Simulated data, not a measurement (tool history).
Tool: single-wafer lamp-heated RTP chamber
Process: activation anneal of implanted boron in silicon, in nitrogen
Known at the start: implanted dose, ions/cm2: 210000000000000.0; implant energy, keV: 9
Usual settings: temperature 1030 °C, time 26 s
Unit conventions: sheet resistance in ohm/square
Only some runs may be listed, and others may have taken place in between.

run    hour  temperature  time  read-back reference wafer on the same gauge, sheet resistance  sheet resistance
  1       0         1030    21                                                          464.3            511.06
  2    38.1         1053    20                                                         464.41            508.11
  3   103.4         1053    20                                                          464.7            508.61
      204.8  -- pyrometer window cleaned and pyrometer calibrated
  4     212         1053    20                                                         465.05            507.93
      288.6  -- reflector plate cleaned
  5     521         1030    26                                                         465.68             510.6
  6   592.2         1030    26                                                         466.11            510.57
  7   694.8         1030    26                                                          466.5             511.6
  8   744.6         1030    26                                                          466.4            512.06
  9   801.8         1030    26                                                         466.42            513.09
 10   891.2         1030    26                                                         466.92            512.74
      918.1  -- pyrometer window cleaned and pyrometer calibrated
 11   965.7         1047    26                                                         466.94            510.27
     1008.3  -- reflector plate cleaned
 12  1027.9         1047    26                                                         467.03            511.31
 13  1272.4         1030    26                                                         467.78            513.43
 14  1345.6         1030    38                                                         467.78            511.64
 15  1424.4         1030    38                                                         468.17            511.43
 16  1522.4         1008    18                                                         468.42            518.61
     1565.7  -- pyrometer window cleaned and pyrometer calibrated
 17  1583.1         1030    26                                                         468.68               514
 18  1666.4         1018    35                                                         468.99            513.74
     1675.5  -- gauge calibrated
     1735.5  -- reflector plate cleaned
 19  1758.5         1030    26                                                         462.86            508.46
 20  1824.2         1022    26                                                         463.06            509.35
 21  1884.1         1044    31                                                         463.24            504.31
 22  1956.1         1030    26                                                         463.15            507.93
 23  2038.8         1030    35                                                         463.49            507.15
 24    2084         1030    35                                                         463.64            506.65
 25  2147.1         1052    26                                                         463.65            505.72
 26  2195.5         1051    26                                                         463.94            506.04
 27  2300.6         1030    26                                                         464.19             510.3
     2348.2  -- pyrometer window cleaned and pyrometer calibrated
 28  2393.7         1030    37                                                         464.52             505.9
 29  2464.9         1019    40                                                          464.7            508.82
     2477.8  -- reflector plate cleaned
 30  2555.1         1030    26                                                         464.97            510.48
 31  2639.7         1030    26                                                         465.11            509.09
 32  2725.5         1030    26                                                         465.14            510.74
 33    2799         1011    26                                                         465.41            513.26
 34  2868.2         1010    12                                                         465.74            518.48
     2940.1  -- pyrometer window cleaned and pyrometer calibrated
 35  2975.7         1056    26                                                            466            508.05
 36  3023.8         1009    16                                                         466.21            517.12

Consider 4 possible next runs. They are alternatives, not a sequence: every one starts from the tool as it was left by run 36. What does each give?
  A  3024.2         1030    26                                                              ?                 ?
  B  3024.2         1030    11                                                              ?                 ?
  C  3024.2         1015    16                                                              ?                 ?
  D  3024.2         1041    34                                                              ?                 ?

run  read-back reference wafer on the same gauge, sheet resistance  sheet resistance
  A                                                         466.14            510.89
  B                                                         466.14            514.58
  C                                                         466.14            515.25
  D                                                         466.14             507.7
Had the tool no hidden state, the same runs would have come out as:
run  sheet resistance
  A            507.38
  B            511.04
  C            511.71
  D            504.21
